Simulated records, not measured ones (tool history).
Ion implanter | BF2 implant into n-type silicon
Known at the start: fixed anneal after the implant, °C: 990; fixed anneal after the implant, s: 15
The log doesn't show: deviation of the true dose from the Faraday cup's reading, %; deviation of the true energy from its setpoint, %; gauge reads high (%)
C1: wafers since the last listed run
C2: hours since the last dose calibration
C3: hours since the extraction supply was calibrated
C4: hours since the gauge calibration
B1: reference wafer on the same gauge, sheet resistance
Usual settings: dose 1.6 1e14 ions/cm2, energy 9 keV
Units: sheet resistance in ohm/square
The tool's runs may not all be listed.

run 1 hour=0 | dose=1.6 energy=10.5 | C1=0 C2=211.1 C3=1500.1 C4=569.5 | B1=757.7 | sheet_resistance=702.92
run 2 hour=55.8 | dose=1.6 energy=10 | C1=1015 C2=266.9 C3=1555.9 C4=625.3 | B1=756.97 | sheet_resistance=706.18
run 3 hour=106.2 | dose=1.6 energy=10 | C1=917 C2=317.3 C3=1606.3 C4=675.7 | B1=756.27 | sheet_resistance=707.53
run 4 hour=182.9 | dose=1.6 energy=10 | C1=1396 C2=394 C3=1683 C4=752.4 | B1=757.1 | sheet_resistance=708.95
run 5 hour=237 | dose=1.6 energy=9 | C1=984 C2=448.1 C3=1737.1 C4=806.5 | B1=757.07 | sheet_resistance=719.72
run 6 hour=272.9 | dose=1.6 energy=9 | C1=653 C2=484 C3=1773 C4=842.4 | B1=757.94 | sheet_resistance=721.81
run 7 hour=333.4 | dose=1.6 energy=9 | C1=1101 C2=544.5 C3=1833.5 C4=902.9 | B1=756.55 | sheet_resistance=723.28
run 8 hour=404.6 | dose=1.26 energy=9 | C1=1296 C2=615.7 C3=1904.7 C4=974.1 | B1=757.6 | sheet_resistance=880.12
run 9 hour=445.7 | dose=1.26 energy=9 | C1=748 C2=656.8 C3=1945.8 C4=1015.2 | B1=757.15 | sheet_resistance=885.18
-- hour=483.9 gauge calibrated
run 10 hour=502 | dose=1.26 energy=9 | C1=1024 C2=713.1 C3=2002.1 C4=18.1 | B1=757.11 | sheet_resistance=885.05
-- hour=529.8 extraction supply calibrated
run 11 hour=530.3 | dose=2.05 energy=11 | C1=369 C2=741.4 C3=0.5 C4=46.4 | B1=756.6 | sheet_resistance=580.43
run 12 hour=561.2 | dose=1.3 energy=11.5 | C1=562 C2=772.3 C3=31.4 C4=77.3 | B1=757.73 | sheet_resistance=848.1
-- hour=575.6 Faraday cup replaced and dose calibrated
run 13 hour=590.9 | dose=1.6 energy=10.5 | C1=395 C2=15.3 C3=61.1 C4=107 | B1=756.28 | sheet_resistance=698.43

Forecast run 14:
run 14 hour=628.2 | dose=1.18 energy=10 | C1=678 C2=52.6 C3=98.4 C4=144.3 | B1=? | sheet_resistance=?

B1: 757.05
sheet resistance: 907.61 ohm/square
Without the tool's hidden state the same run would have given sheet resistance 907.97 ohm/square.

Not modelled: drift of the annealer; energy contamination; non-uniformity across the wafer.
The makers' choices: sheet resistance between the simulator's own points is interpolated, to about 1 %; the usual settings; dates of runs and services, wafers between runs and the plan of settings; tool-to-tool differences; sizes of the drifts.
